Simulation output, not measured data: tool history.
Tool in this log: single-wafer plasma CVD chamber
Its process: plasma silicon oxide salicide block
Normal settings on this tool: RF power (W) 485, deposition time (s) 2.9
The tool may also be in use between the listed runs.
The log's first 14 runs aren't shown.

run,day,RF power (W),deposition time (s),"read-back reference wafer on the same gauge, thickness_nm",mean film thickness on the monitor wafer (angstrom)
# day 7.033: gauge calibrated
15,7.288,485,2.9,29.698,247.81
16,7.758,520,2.9,29.686,254.16
# day 8.117: showerhead replaced, of another model than before
17,8.138,520,2.9,29.704,253.79
18,8.367,445,2.9,29.697,232.28
19,8.888,410,2.9,29.677,218.49
20,9.446,410,2.9,29.697,217.45
21,9.867,410,2.9,29.683,217.85
22,10.288,540,3.25,29.705,289.75
# day 11.267: RF generator calibrated
23,11.288,570,2.9,29.71,278.78
24,11.3,485,2.9,29.667,254.8
25,11.862,485,2.9,29.709,255.08
26,12.254,485,3.2,29.707,280.4
27,12.554,485,2.72,29.712,238.72
28,13.079,485,2.51,29.715,220.24
29,13.496,485,3.36,29.69,293.77
30,13.767,485,2.9,29.697,252.27
31,14.467,485,2.9,29.683,252.96

Run 32 is up next; what results do you expect?
32,15.125,485,2.9,?,?

{"run 32": {"read-back reference wafer on the same gauge, thickness_nm": 29.72, "mean film thickness on the monitor wafer (angstrom)": 253.49}}
Take away the tool's hidden state, keep the run-to-run variation as it was, and the same run would have given mean film thickness on the monitor wafer (angstrom) 256.8.

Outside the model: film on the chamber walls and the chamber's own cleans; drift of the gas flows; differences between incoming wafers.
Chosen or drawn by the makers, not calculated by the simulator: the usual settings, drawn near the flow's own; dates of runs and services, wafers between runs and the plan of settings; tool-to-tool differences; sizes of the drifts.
